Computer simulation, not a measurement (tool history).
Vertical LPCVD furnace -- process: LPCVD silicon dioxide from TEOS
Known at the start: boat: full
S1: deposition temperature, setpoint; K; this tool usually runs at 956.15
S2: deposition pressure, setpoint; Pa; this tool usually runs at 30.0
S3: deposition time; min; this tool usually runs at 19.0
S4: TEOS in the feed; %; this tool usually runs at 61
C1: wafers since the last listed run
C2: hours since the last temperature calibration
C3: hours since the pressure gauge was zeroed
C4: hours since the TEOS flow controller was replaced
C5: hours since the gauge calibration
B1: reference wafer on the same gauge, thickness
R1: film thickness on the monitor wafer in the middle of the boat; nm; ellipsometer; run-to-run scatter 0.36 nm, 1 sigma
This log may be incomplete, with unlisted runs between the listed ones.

run     day      S1    S2    S3  S4    C1      C2      C3      C4      C5     B1      R1
  1   0.000  956.15  30.0  19.0  61     0   757.8  1753.8  3637.9   438.2  79.22   82.60
  2   4.038  956.15  30.0  19.0  61   896   854.7  1850.7  3734.8   535.1  79.09   82.87
  3   5.542  956.15  30.0  19.0  61   333   890.8  1886.8  3770.9   571.2  79.05   82.33
  4   7.812  956.15  30.0  19.0  61   503   945.3  1941.3  3825.4   625.7  79.00   82.38
  5  11.092  956.15  30.0  19.0  61   727  1024.0  2020.0  3904.1   704.4  79.11   82.55
  6  12.629  956.15  30.0  19.0  61   341  1060.9  2056.9  3941.0   741.3  79.14   83.20
  7  16.017  956.15  30.0  19.0  61   751  1142.2  2138.2  4022.3   822.6  78.91   82.80
  8  20.400  956.15  30.0  19.0  61   972  1247.4  2243.4  4127.5   927.8  79.13   82.36
  9  22.108  956.15  30.0  19.0  61   379  1288.4  2284.4  4168.5   968.8  79.00   82.61
 10  29.046  956.15  30.0  19.0  61  1539  1454.9  2450.9  4335.0  1135.3  79.09   81.97
 11  31.296  956.15  30.0  19.0  61   499  1508.9  2504.9  4389.0  1189.3  79.12   82.64
 12  35.483  956.15  30.0  19.0  54   929  1609.4  2605.4  4489.5  1289.8  79.11   77.62
     38.700  -- pressure gauge zeroed
 13  38.721  956.15  30.0  19.0  54   496  1687.1     0.5  4567.2  1367.5  79.11   79.25
 14  40.400  956.15  30.0  19.0  61   372  1727.4    40.8  4607.5  1407.8  79.09   84.02
     42.250  -- gauge calibrated
 15  43.738  951.15  36.7  25.0  56   740  1807.5   120.9  4687.6    35.7  79.23  104.70
     45.946  -- TEOS flow controller replaced
 16  47.308  956.15  30.0  19.0  52   570  1893.2   206.6    32.7   121.4  79.11   77.80
 17  51.388  956.15  30.0  19.0  61   905  1991.1   304.5   130.6   219.3  79.08   83.98
 18  55.583  956.15  26.0  13.0  55   931  2091.8   405.2   231.3   320.0  79.17   50.92
 19  57.667  956.15  30.0  11.5  61   462  2141.8   455.2   281.3   370.0  79.09   50.86
     59.588  -- thermocouples replaced and temperature profile calibrated
 20  65.067  956.15  30.0  19.0  61  1420   131.5   632.8   458.9   547.6  79.06   82.36
 21  67.917  956.15  36.0  19.0  54   632   199.9   701.2   527.3   616.0  79.02   85.19
 22  72.304  956.15  36.7  26.0  61   973   305.2   806.5   632.6   721.3  79.09  125.35
 23  75.267  952.15  25.3  19.0  72   657   376.3   877.6   703.7   792.4  79.20   75.31
 24  78.129  956.15  30.0  19.0  66   635   445.0   946.3   772.4   861.1  79.14   86.46
 25  81.512  956.15  30.0  19.0  61   750   526.2  1027.5   853.6   942.3  78.96   83.28
 26  85.225  946.15  24.0  19.0  61   823   615.3  1116.6   942.7  1031.4  79.00   58.17
 27  86.771  952.15  27.3  19.0  56   343   652.4  1153.7   979.8  1068.5  79.17   69.19
 28  90.396  956.15  30.0  14.0  64   804   739.4  1240.7  1066.8  1155.5  79.19   62.54
 29  94.146  956.15  30.0  12.0  61   832   829.4  1330.7  1156.8  1245.5  79.14   52.50
 30  97.121  956.15  30.0  19.0  61   660   900.8  1402.1  1228.2  1316.9  79.11   83.36
 31  99.221  956.15  37.3  19.0  61   466   951.2  1452.5  1278.6  1367.3  79.11   93.69

List, for all runs, the conditions of the tool that the log does not record:
deviation of the TEOS flow from its setpoint, %: 0 on each run
gauge reads high (%): 0 on each run
H1: true tube temperature minus thermocouple reading, K
H2: true pressure minus gauge reading, mTorr
run     H1     H2
  1  0.768  -6.64
  2  0.812  -6.99
  3  0.826  -7.12
  4  0.847  -7.32
  5  0.874   -7.6
  6  0.886  -7.73
  7  0.909  -8.02
  8  0.935   -8.4
  9  0.945  -8.55
 10  0.976  -9.15
 11  0.985  -9.34
 12  0.999   -9.7
 13   1.01  -1.11
 14   1.01  -1.25
 15   1.02  -1.54
 16   1.03  -1.85
 17   1.04   -2.2
 18   1.04  -2.56
 19   1.05  -2.74
 20  0.312  -3.38
 21  0.395  -3.63
 22  0.508     -4
 23  0.574  -4.26
 24  0.631  -4.51
 25  0.692   -4.8
 26   0.75  -5.12
 27  0.772  -5.25
 28  0.819  -5.57
 29  0.861  -5.89
 30   0.89  -6.15
 31  0.909  -6.33
